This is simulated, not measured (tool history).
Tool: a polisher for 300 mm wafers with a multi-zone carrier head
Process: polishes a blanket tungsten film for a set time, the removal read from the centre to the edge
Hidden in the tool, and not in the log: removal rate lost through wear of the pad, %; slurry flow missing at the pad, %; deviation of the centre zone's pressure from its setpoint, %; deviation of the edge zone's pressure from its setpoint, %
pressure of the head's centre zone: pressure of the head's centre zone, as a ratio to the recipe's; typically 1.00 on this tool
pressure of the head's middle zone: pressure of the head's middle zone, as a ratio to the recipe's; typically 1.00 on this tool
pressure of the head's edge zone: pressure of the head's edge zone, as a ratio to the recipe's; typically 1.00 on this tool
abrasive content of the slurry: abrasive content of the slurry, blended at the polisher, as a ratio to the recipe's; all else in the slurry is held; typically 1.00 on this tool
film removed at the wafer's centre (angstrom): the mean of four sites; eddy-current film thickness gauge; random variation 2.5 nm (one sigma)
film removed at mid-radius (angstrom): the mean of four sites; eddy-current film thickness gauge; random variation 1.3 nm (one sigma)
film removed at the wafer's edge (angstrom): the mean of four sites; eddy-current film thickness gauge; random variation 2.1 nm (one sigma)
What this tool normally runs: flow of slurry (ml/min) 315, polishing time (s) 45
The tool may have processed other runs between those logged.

run	day	flow of slurry (ml/min)	pressure of the head's centre zone	pressure of the head's middle zone	pressure of the head's edge zone	abrasive content of the slurry	polishing time (s)	wafers since the last listed run	wafers polished on this pad	hours since the slurry nozzle was cleaned	hours since the centre zone pressure was calibrated	hours since the edge zone pressure was calibrated	hours since the carrier head's membrane was replaced	incoming thickness of the incoming film, nm	film removed at the wafer's centre (angstrom)	film removed at mid-radius (angstrom)	film removed at the wafer's edge (angstrom)
1	0.000	315	0.88	1.00	1.00	1.00	45	0	2066	730.9	375.3	225.0	1491.1	1119.9	1906	2078	2095
# day 1.283: slurry nozzle cleaned
2	2.933	315	1.09	1.00	1.00	1.00	45	753	2819	39.6	445.7	295.4	1561.5	1094.7	2296	2035	2051
3	5.162	315	1.00	1.00	1.00	1.00	45	580	3399	93.1	499.2	348.9	1615.0	1104.0	2053	1981	2008
# day 7.142: worn pad replaced by a new one
# day 7.604: carrier head's membrane replaced by a new one
4	8.079	315	0.94	1.00	1.00	0.75	45	661	190	163.1	569.2	418.9	11.4	1112.0	1981	2046	2056
5	10.700	315	1.00	1.00	1.08	1.00	57	682	872	226.0	632.1	481.8	74.3	1112.7	2742	2676	2809
6	13.462	315	1.00	0.91	1.04	1.00	45	719	1592	292.3	698.4	548.1	140.6	1108.6	2202	1929	2144
# day 13.875: centre zone pressure recalibrated
7	15.038	315	1.00	1.00	1.00	1.00	45	388	1980	330.1	27.9	585.9	178.4	1096.8	2167	2086	2126
8	16.196	315	1.00	1.00	1.00	1.00	45	301	2282	357.9	55.7	613.7	206.2	1095.6	2115	2070	2076
9	17.504	315	1.00	1.10	1.00	1.00	36	340	2623	389.3	87.1	645.1	237.6	1096.4	1717	1774	1658
# day 18.862: edge zone pressure recalibrated
10	19.083	235	0.90	1.00	1.00	1.10	45	389	3012	427.2	125.0	5.3	275.5	1100.6	1795	1981	2011
11	20.129	315	1.00	1.00	1.00	1.00	45	272	3284	452.3	150.1	30.4	300.6	1114.2	2069	1977	2018
12	21.883	315	1.00	1.00	1.00	1.00	45	456	3741	494.4	192.2	72.5	342.7	1117.9	2017	1943	2006
13	23.508	315	1.00	1.00	1.00	1.00	45	423	4164	533.4	231.2	111.5	381.7	1133.0	1974	1914	1876
14	25.288	315	0.93	1.00	1.00	0.90	45	463	4628	576.1	273.9	154.2	424.4	1126.7	1782	1827	1801
# day 26.012: worn pad replaced by a new one
# day 27.054: slurry nozzle cleaned
15	27.212	315	1.00	1.00	1.00	0.80	45	447	301	3.8	320.1	200.4	470.6	1118.0	2103	2057	2081
16	30.896	315	1.00	1.00	1.00	0.75	45	959	1260	92.2	408.5	288.8	559.0	1111.6	2081	2035	2047
17	32.496	315	1.00	1.00	1.00	1.00	45	416	1676	130.6	446.9	327.2	597.4	1122.4	2122	2115	2136
18	34.700	315	0.94	0.94	1.00	1.25	36	573	2250	183.5	499.8	380.1	650.3	1110.6	1646	1658	1740
19	36.542	315	1.06	1.00	1.00	1.00	45	479	2730	227.7	544.0	424.3	694.5	1101.4	2207	2033	2060
20	37.654	315	1.00	1.00	1.00	1.00	45	289	3020	254.4	570.7	451.0	721.2	1124.2	2095	2014	2002

Forecast each of these 5 alternatives for the next run:
A	37.671	315	1.00	1.00	1.00	1.00	50	4	3024	254.8	571.1	451.4	721.6	1115.9	?	?	?
B	37.671	315	1.00	1.00	1.09	1.20	45	4	3024	254.8	571.1	451.4	721.6	1115.9	?	?	?
C	37.671	415	1.00	0.95	1.00	1.15	33	4	3024	254.8	571.1	451.4	721.6	1115.9	?	?	?
D	37.671	225	1.00	1.12	0.94	1.00	45	4	3024	254.8	571.1	451.4	721.6	1115.9	?	?	?
E	37.671	285	0.91	1.00	1.00	1.00	45	4	3024	254.8	571.1	451.4	721.6	1115.9	?	?	?

run	film removed at the wafer's centre (angstrom)	film removed at mid-radius (angstrom)	film removed at the wafer's edge (angstrom)
A	2376	2238	2246
B	2209	2080	2179
C	1650	1485	1549
D	2042	2126	1898
E	1921	1993	2005
Stripped of hidden state, with their random variation kept, the same runs would have yielded:
run	film removed at the wafer's centre (angstrom)	film removed at mid-radius (angstrom)	film removed at the wafer's edge (angstrom)
A	2543	2395	2404
B	2364	2226	2332
C	1766	1590	1658
D	2185	2276	2031
E	2056	2133	2146
